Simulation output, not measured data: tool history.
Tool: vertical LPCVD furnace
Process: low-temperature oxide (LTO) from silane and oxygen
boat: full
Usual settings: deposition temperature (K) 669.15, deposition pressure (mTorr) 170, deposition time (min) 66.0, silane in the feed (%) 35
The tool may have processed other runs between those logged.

| run | hour | deposition temperature (K) | deposition pressure (mTorr) | deposition time (min) | silane in the feed (%) | read-back reference wafer on the same gauge, thickness | film thickness on the monitor wafer in the middle of the boat (angstrom) |
|---|---|---|---|---|---|---|---|
| 1 | 0.0 | 678.15 | 170 | 66.0 | 35 | 366.91 | 4350.1 |
| 2 | 18.4 | 669.15 | 170 | 66.0 | 38 | 367.02 | 4366.1 |
| 3 | 40.3 | 669.15 | 170 | 66.0 | 35 | 366.88 | 3908.1 |
|  | 43.9 | gauge calibrated |
| 4 | 75.2 | 669.15 | 170 | 66.0 | 35 | 366.99 | 3922.7 |
| 5 | 96.8 | 669.15 | 170 | 66.0 | 35 | 366.96 | 3911.0 |
| 6 | 130.2 | 669.15 | 170 | 66.0 | 35 | 366.94 | 3923.9 |
|  | 178.8 | thermocouples replaced and temperature profile calibrated |
| 7 | 179.3 | 669.15 | 170 | 66.0 | 35 | 366.98 | 3922.4 |
| 8 | 190.2 | 669.15 | 170 | 66.0 | 31 | 367.06 | 3307.7 |
| 9 | 207.4 | 669.15 | 170 | 66.0 | 31 | 367.01 | 3292.4 |
| 10 | 227.4 | 674.15 | 170 | 45.5 | 35 | 366.95 | 2864.0 |
| 11 | 242.2 | 669.15 | 155 | 66.0 | 41 | 366.86 | 4342.0 |
|  | 275.7 | silane flow controller replaced |
|  | 296.1 | gauge calibrated |
| 12 | 329.4 | 675.15 | 210 | 76.5 | 39 | 366.92 | 6953.8 |
|  | 356.5 | pressure gauge zeroed |
| 13 | 357.0 | 669.15 | 170 | 66.0 | 31 | 366.97 | 3433.1 |
| 14 | 362.7 | 679.15 | 160 | 66.0 | 35 | 366.99 | 4292.5 |
| 15 | 392.9 | 669.15 | 170 | 40.5 | 32 | 366.89 | 2202.0 |
| 16 | 419.1 | 669.15 | 170 | 66.0 | 35 | 366.86 | 4068.9 |
| 17 | 439.0 | 680.15 | 205 | 91.0 | 29 | 366.99 | 5894.3 |
| 18 | 454.6 | 669.15 | 170 | 66.0 | 31 | 367.04 | 3432.6 |
| 19 | 486.4 | 669.15 | 170 | 66.0 | 35 | 367.08 | 4066.8 |

A few steps of film thickness on the monitor wafer in the middle of the boat (angstrom) between consecutive runs. Split each: what settings, incoming material and random variation would produce without the hidden state, and what is left over for the hidden state, along with gauge scatter present in only one of the two compared results (measured, and without hidden state):
What the log doesn't record here: true tube temperature minus thermocouple reading, K; true pressure minus gauge reading, mTorr; deviation of the silane flow from its setpoint, %; gauge reads high (%).
Run 12 -> 13: deposition temperature (K) 675.15 -> 669.15, deposition pressure (mTorr) 210 -> 170, deposition time (min) 76.5 -> 66.0, silane in the feed (%) 39 -> 31, pressure gauge zeroed. film thickness on the monitor wafer in the middle of the boat (angstrom) -3520.7: hidden state +222.1, all else -3742.8.
